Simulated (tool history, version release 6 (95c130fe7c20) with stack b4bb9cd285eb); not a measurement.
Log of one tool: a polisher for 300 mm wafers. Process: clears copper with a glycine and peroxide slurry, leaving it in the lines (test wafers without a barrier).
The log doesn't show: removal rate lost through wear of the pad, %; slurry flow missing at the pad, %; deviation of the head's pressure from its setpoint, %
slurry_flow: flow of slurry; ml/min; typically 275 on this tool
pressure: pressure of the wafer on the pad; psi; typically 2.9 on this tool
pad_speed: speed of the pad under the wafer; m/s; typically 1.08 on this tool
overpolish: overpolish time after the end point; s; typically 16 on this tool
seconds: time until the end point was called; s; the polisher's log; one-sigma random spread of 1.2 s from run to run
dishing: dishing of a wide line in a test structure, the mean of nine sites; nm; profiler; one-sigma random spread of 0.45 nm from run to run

| run | hour | slurry_flow | pressure | pad_speed | overpolish | wafers since the last listed run | wafers polished on this pad | hours since the slurry nozzle was cleaned | hours since the head pressure was calibrated | incoming thickness of the incoming film, nm | seconds | dishing |
|---|---|---|---|---|---|---|---|---|---|---|---|---|
| 1 | 0.0 | 275 | 2.9 | 1.18 | 12 | 0 | 354 | 178.0 | 629.6 | 667.3 | 106.4 | 20.2 |
| 2 | 68.2 | 275 | 2.9 | 1.18 | 12 | 368 | 723 | 246.2 | 697.8 | 658.8 | 106.3 | 20.6 |
|  | 113.2 | worn pad replaced by a new one |
| 3 | 134.8 | 275 | 2.9 | 1.18 | 12 | 338 | 116 | 312.8 | 764.4 | 666.0 | 99.3 | 20.6 |
| 4 | 202.3 | 275 | 2.9 | 1.08 | 16 | 365 | 481 | 380.3 | 831.9 | 672.2 | 112.9 | 21.3 |
| 5 | 241.0 | 275 | 2.9 | 1.08 | 16 | 209 | 690 | 419.0 | 870.6 | 666.0 | 111.9 | 21.0 |
| 6 | 311.7 | 275 | 2.7 | 1.08 | 16 | 382 | 1073 | 489.7 | 941.3 | 657.6 | 123.5 | 21.0 |
|  | 336.9 | worn pad replaced by a new one |
| 7 | 372.9 | 275 | 2.7 | 1.08 | 16 | 309 | 194 | 550.9 | 1002.5 | 668.4 | 112.4 | 20.3 |
|  | 394.4 | head pressure recalibrated |
| 8 | 400.0 | 275 | 2.9 | 1.08 | 16 | 135 | 330 | 578.0 | 5.6 | 661.4 | 116.5 | 21.5 |
|  | 417.4 | slurry nozzle cleaned |
| 9 | 462.1 | 275 | 2.9 | 1.08 | 16 | 330 | 660 | 44.7 | 67.7 | 654.2 | 121.3 | 21.8 |
| 10 | 487.6 | 275 | 2.9 | 1.08 | 16 | 137 | 798 | 70.2 | 93.2 | 654.8 | 121.2 | 20.3 |
|  | 514.7 | worn pad replaced by a new one |
| 11 | 526.1 | 275 | 2.2 | 0.72 | 16 | 186 | 61 | 108.7 | 131.7 | 655.4 | 188.9 | 20.1 |
| 12 | 562.8 | 340 | 2.1 | 1.08 | 16 | 198 | 260 | 145.4 | 168.4 | 647.9 | 142.9 | 20.6 |
| 13 | 593.5 | 275 | 2.9 | 1.08 | 19 | 166 | 426 | 176.1 | 199.1 | 658.5 | 116.4 | 21.1 |
| 14 | 632.0 | 275 | 2.9 | 1.08 | 16 | 208 | 634 | 214.6 | 237.6 | 668.5 | 120.5 | 21.5 |
| 15 | 698.4 | 195 | 3.5 | 0.86 | 9 | 359 | 993 | 281.0 | 304.0 | 650.7 | 128.5 | 18.3 |
|  | 728.3 | worn pad replaced by a new one |
| 16 | 765.8 | 275 | 2.9 | 1.08 | 16 | 342 | 202 | 348.4 | 371.4 | 669.0 | 117.4 | 20.9 |
| 17 | 801.6 | 275 | 2.9 | 1.08 | 16 | 193 | 396 | 384.2 | 407.2 | 656.5 | 118.5 | 20.6 |

The next listed run, before its measurement:
| 18 | 829.0 | 275 | 2.5 | 1.44 | 7 | 148 | 544 | 411.6 | 434.6 | 664.1 | ? | ? |

Run 18 produced seconds 105.7 s, dishing 17.0 nm.
With no hidden state in the tool, this same run would have given seconds 99.0 s, dishing 17.5 nm.
